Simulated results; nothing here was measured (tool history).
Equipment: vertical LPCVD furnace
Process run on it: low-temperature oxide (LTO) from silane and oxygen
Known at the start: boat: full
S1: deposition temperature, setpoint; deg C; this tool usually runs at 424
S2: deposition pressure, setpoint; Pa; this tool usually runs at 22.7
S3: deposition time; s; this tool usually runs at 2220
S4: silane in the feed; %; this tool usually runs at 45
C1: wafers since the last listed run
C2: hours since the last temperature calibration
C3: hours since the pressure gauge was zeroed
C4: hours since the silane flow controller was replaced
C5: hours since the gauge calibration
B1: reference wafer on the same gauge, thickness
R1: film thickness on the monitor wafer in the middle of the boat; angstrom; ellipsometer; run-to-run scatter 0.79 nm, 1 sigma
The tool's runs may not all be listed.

run 1 day=0 | S1=430 S2=22.7 S3=2220 S4=42 | C1=0 C2=2362.8 C3=2056.1 C4=3006.2 C5=345.7 | B1=402.71 | R1=3638.4
run 2 day=1.929 | S1=430 S2=22.7 S3=2220 S4=42 | C1=725 C2=2409.1 C3=2102.4 C4=3052.5 C5=392 | B1=402.7 | R1=3629.9
run 3 day=3.921 | S1=424 S2=22.7 S3=2220 S4=45 | C1=749 C2=2456.9 C3=2150.2 C4=3100.3 C5=439.8 | B1=402.23 | R1=3658.2
run 4 day=5.167 | S1=424 S2=22.7 S3=2220 S4=45 | C1=468 C2=2486.8 C3=2180.1 C4=3130.2 C5=469.7 | B1=402.23 | R1=3668.4
run 5 day=6.546 | S1=424 S2=22.7 S3=2220 S4=45 | C1=518 C2=2519.9 C3=2213.2 C4=3163.3 C5=502.8 | B1=402.29 | R1=3660
run 6 day=8.692 | S1=424 S2=22.7 S3=2220 S4=45 | C1=807 C2=2571.4 C3=2264.7 C4=3214.8 C5=554.3 | B1=402.11 | R1=3657.3
run 7 day=9.829 | S1=424 S2=22.7 S3=2220 S4=45 | C1=427 C2=2598.7 C3=2292 C4=3242.1 C5=581.6 | B1=401.3 | R1=3661.5
run 8 day=11.858 | S1=424 S2=22.7 S3=2220 S4=45 | C1=763 C2=2647.4 C3=2340.7 C4=3290.8 C5=630.3 | B1=401.3 | R1=3652.3
run 9 day=13.629 | S1=424 S2=22.7 S3=2220 S4=45 | C1=665 C2=2689.9 C3=2383.2 C4=3333.3 C5=672.8 | B1=401.36 | R1=3655.4
-- day=14.371 gauge calibrated
run 10 day=16.104 | S1=427 S2=22.7 S3=2220 S4=48 | C1=930 C2=2749.3 C3=2442.6 C4=3392.7 C5=41.6 | B1=404.43 | R1=4007.1
run 11 day=17.95 | S1=421 S2=22.7 S3=1860 S4=38 | C1=694 C2=2793.6 C3=2486.9 C4=3437 C5=85.9 | B1=404.17 | R1=2505
run 12 day=20.504 | S1=428 S2=25.3 S3=1830 S4=40 | C1=960 C2=2854.9 C3=2548.2 C4=3498.3 C5=147.2 | B1=403.91 | R1=3118.8
-- day=22.996 pressure gauge zeroed
run 13 day=23.017 | S1=428 S2=25.3 S3=1830 S4=40 | C1=568 C2=2915.2 C3=0.5 C4=3558.6 C5=207.5 | B1=403.48 | R1=3111.2
-- day=24.392 thermocouples replaced and temperature profile calibrated
-- day=25.525 silane flow controller replaced
run 14 day=25.546 | S1=431 S2=28 S3=2550 S4=45 | C1=199 C2=27.7 C3=61.2 C4=0.5 C5=268.2 | B1=403.07 | R1=5562.7
run 15 day=27.138 | S1=424 S2=22.7 S3=2220 S4=45 | C1=598 C2=65.9 C3=99.4 C4=38.7 C5=306.4 | B1=403.03 | R1=3668.6
run 16 day=28.817 | S1=424 S2=20.7 S3=2220 S4=50 | C1=631 C2=106.2 C3=139.7 C4=79 C5=346.7 | B1=402.56 | R1=3649.9
run 17 day=32.75 | S1=424 S2=26 S3=1950 S4=48 | C1=1479 C2=200.6 C3=234.1 C4=173.4 C5=441.1 | B1=402.03 | R1=3916.1

Some steps in R1, run to run, broken into two amounts with sign: the step expected even without the hidden condition (settings, incoming material, random variation), and the rest, left for the hidden condition together with whatever gauge scatter is not in both the measured and the hidden-condition-free result:
Hidden state present: true tube temperature minus thermocouple reading, K; true pressure minus gauge reading, mTorr; deviation of the silane flow from its setpoint, %; gauge reads high (%).
Run 9 -> 10: S1 424 -> 427, S4 45 -> 48, gauge calibrated. R1 +351.7 angstrom: hidden state +30.5, all else +321.2.
Run 13 -> 14: S1 428 -> 431, S2 25.3 -> 28, S3 1830 -> 2550, S4 40 -> 45, thermocouples replaced and temperature profile calibrated, silane flow controller replaced. R1 +2451.5 angstrom: hidden state -13.8, all else +2465.3.

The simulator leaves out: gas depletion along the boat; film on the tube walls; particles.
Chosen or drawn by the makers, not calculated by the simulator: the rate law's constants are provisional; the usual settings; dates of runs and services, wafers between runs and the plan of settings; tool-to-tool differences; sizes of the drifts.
